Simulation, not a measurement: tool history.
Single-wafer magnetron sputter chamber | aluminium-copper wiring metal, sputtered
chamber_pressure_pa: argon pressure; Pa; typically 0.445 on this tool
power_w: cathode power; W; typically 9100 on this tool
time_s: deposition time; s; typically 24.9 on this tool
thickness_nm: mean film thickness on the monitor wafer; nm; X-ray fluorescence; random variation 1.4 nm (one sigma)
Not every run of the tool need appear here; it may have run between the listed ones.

| run | hour | chamber_pressure_pa | power_w | time_s | wafers since the last listed run | wafers on the sputter target | hours since the last manometer calibration | hours since the magnet pack was replaced | hours since the gauge calibration | read-back reference wafer on the same gauge, thickness_nm | thickness_nm |
|---|---|---|---|---|---|---|---|---|---|---|---|
| 1 | 0 | 0.445 | 9100 | 24.9 | 0 | 9057 | 1390.9 | 7362.5 | 549.2 | 386.477 | 396.692 |
| 2 | 40.5 | 0.445 | 9100 | 24.9 | 1467 | 10525 | 1431.4 | 7403 | 589.7 | 386.84 | 399.657 |
| 3 | 88.2 | 0.564 | 9100 | 24.9 | 1728 | 12253 | 1479.1 | 7450.7 | 637.4 | 387.233 | 382.368 |
| 4 | 147.4 | 0.564 | 9100 | 24.9 | 2145 | 14399 | 1538.3 | 7509.9 | 696.6 | 386.963 | 381.701 |
|  | 171.3 | sputter target and shields replaced |
|  | 185 | magnet pack replaced, of another model than before |
| 5 | 197.8 | 0.445 | 9100 | 24.9 | 1246 | 669 | 1588.7 | 12.8 | 747 | 386.805 | 399.512 |
| 6 | 240.2 | 0.445 | 9100 | 24.9 | 1536 | 2205 | 1631.1 | 55.2 | 789.4 | 386.893 | 403.307 |
| 7 | 303.5 | 0.445 | 9100 | 24.9 | 2293 | 4499 | 1694.4 | 118.5 | 852.7 | 387.365 | 399.717 |
| 8 | 332.9 | 0.555 | 9100 | 24.9 | 1065 | 5565 | 1723.8 | 147.9 | 882.1 | 386.562 | 378.36 |
| 9 | 372.1 | 0.555 | 9100 | 24.9 | 1420 | 6985 | 1763 | 187.1 | 921.3 | 387.692 | 380.24 |
| 10 | 496.6 | 0.445 | 9100 | 24.9 | 4511 | 11497 | 1887.5 | 311.6 | 1045.8 | 386.864 | 405.292 |
| 11 | 530.2 | 0.445 | 9100 | 24.9 | 1217 | 12715 | 1921.1 | 345.2 | 1079.4 | 387.162 | 404.075 |
|  | 541.6 | sputter target and shields replaced |
| 12 | 598 | 0.375 | 9100 | 23 | 2167 | 2043 | 1988.9 | 413 | 1147.2 | 387.3 | 386.403 |
| 13 | 645.6 | 0.445 | 9100 | 24.9 | 1724 | 3768 | 2036.5 | 460.6 | 1194.8 | 387.186 | 400.173 |
| 14 | 676.5 | 0.375 | 9100 | 23 | 1119 | 4887 | 2067.4 | 491.5 | 1225.7 | 386.918 | 386.323 |
| 15 | 711.2 | 0.577 | 8200 | 23.2 | 1257 | 6145 | 2102.1 | 526.2 | 1260.4 | 386.075 | 321.53 |
| 16 | 770.7 | 0.445 | 7900 | 22.3 | 2156 | 8301 | 2161.6 | 585.7 | 1319.9 | 386.664 | 321.431 |
| 17 | 805.1 | 0.445 | 7900 | 22.3 | 1246 | 9548 | 2196 | 620.1 | 1354.3 | 387.64 | 324.074 |
| 18 | 850.2 | 0.445 | 9100 | 29.7 | 1634 | 11182 | 2241.1 | 665.2 | 1399.4 | 387.339 | 482.18 |
|  | 906.3 | capacitance manometer re-zeroed and calibrated |
| 19 | 918.3 | 0.329 | 8150 | 22 | 2177 | 13360 | 12 | 733.3 | 1467.5 | 387.146 | 341.03 |
| 20 | 957.6 | 0.287 | 9100 | 24.9 | 1424 | 14784 | 51.3 | 772.6 | 1506.8 | 386.743 | 434.78 |
|  | 959 | gauge calibrated |
|  | 980.4 | sputter target and shields replaced |
| 21 | 991.3 | 0.445 | 9100 | 27.1 | 931 | 393 | 85 | 806.3 | 32.3 | 386.862 | 428.298 |
| 22 | 1049.7 | 0.445 | 9100 | 24.9 | 2116 | 2510 | 143.4 | 864.7 | 90.7 | 387.852 | 395.643 |
| 23 | 1090.3 | 0.445 | 9100 | 24.9 | 1471 | 3981 | 184 | 905.3 | 131.3 | 387.732 | 394.756 |
| 24 | 1114.9 | 0.445 | 9100 | 24.9 | 891 | 4872 | 208.6 | 929.9 | 155.9 | 386.922 | 393.108 |
| 25 | 1145.2 | 0.551 | 9100 | 22.8 | 1098 | 5970 | 238.9 | 960.2 | 186.2 | 386.976 | 339.542 |
| 26 | 1207.6 | 0.445 | 10050 | 24.9 | 2261 | 8232 | 301.3 | 1022.6 | 248.6 | 387.012 | 428.836 |
| 27 | 1231.9 | 0.348 | 10550 | 27.6 | 880 | 9112 | 325.6 | 1046.9 | 272.9 | 386.993 | 524.73 |
| 28 | 1282 | 0.445 | 9100 | 22.7 | 1815 | 10928 | 375.7 | 1097 | 323 | 387.925 | 360.33 |
| 29 | 1334 | 0.445 | 9100 | 24.9 | 1884 | 12812 | 427.7 | 1149 | 375 | 386.922 | 395.432 |
|  | 1397 | sputter target and shields replaced |
| 30 | 1397.5 | 0.299 | 10350 | 29.8 | 2011 | 17 | 491.2 | 1212.5 | 438.5 | 386.841 | 572.589 |
| 31 | 1440.7 | 0.445 | 9100 | 24.9 | 1565 | 1583 | 534.4 | 1255.7 | 481.7 | 387.442 | 395.875 |
| 32 | 1473.2 | 0.445 | 9100 | 27.9 | 1177 | 2761 | 566.9 | 1288.2 | 514.2 | 386.594 | 443.189 |
| 33 | 1499.2 | 0.445 | 7800 | 29.4 | 942 | 3703 | 592.9 | 1314.2 | 540.2 | 386.876 | 410.754 |
| 34 | 1546.2 | 0.445 | 9100 | 24.9 | 1703 | 5406 | 639.9 | 1361.2 | 587.2 | 386.861 | 397.946 |

4 options for the next run, each taken on its own from the tool as it stands now. Forecast them:
| A | 1546.6 | 0.445 | 9100 | 24.9 | 14 | 5421 | 640.3 | 1361.6 | 587.6 | ? | ? |
| B | 1546.6 | 0.445 | 8100 | 28.6 | 14 | 5421 | 640.3 | 1361.6 | 587.6 | ? | ? |
| C | 1546.6 | 0.512 | 11000 | 27.9 | 14 | 5421 | 640.3 | 1361.6 | 587.6 | ? | ? |
| D | 1546.6 | 0.366 | 9100 | 20 | 14 | 5421 | 640.3 | 1361.6 | 587.6 | ? | ? |

| run | read-back reference wafer on the same gauge, thickness_nm | thickness_nm |
|---|---|---|
| A | 387.061 | 396.462 |
| B | 387.061 | 415.011 |
| C | 387.061 | 499.104 |
| D | 387.061 | 333.756 |
Stripped of hidden state, with their random variation kept, the same runs would have yielded:
| run | thickness_nm |
|---|---|
| A | 392.913 |
| B | 411.297 |
| C | 493.929 |
| D | 331.348 |
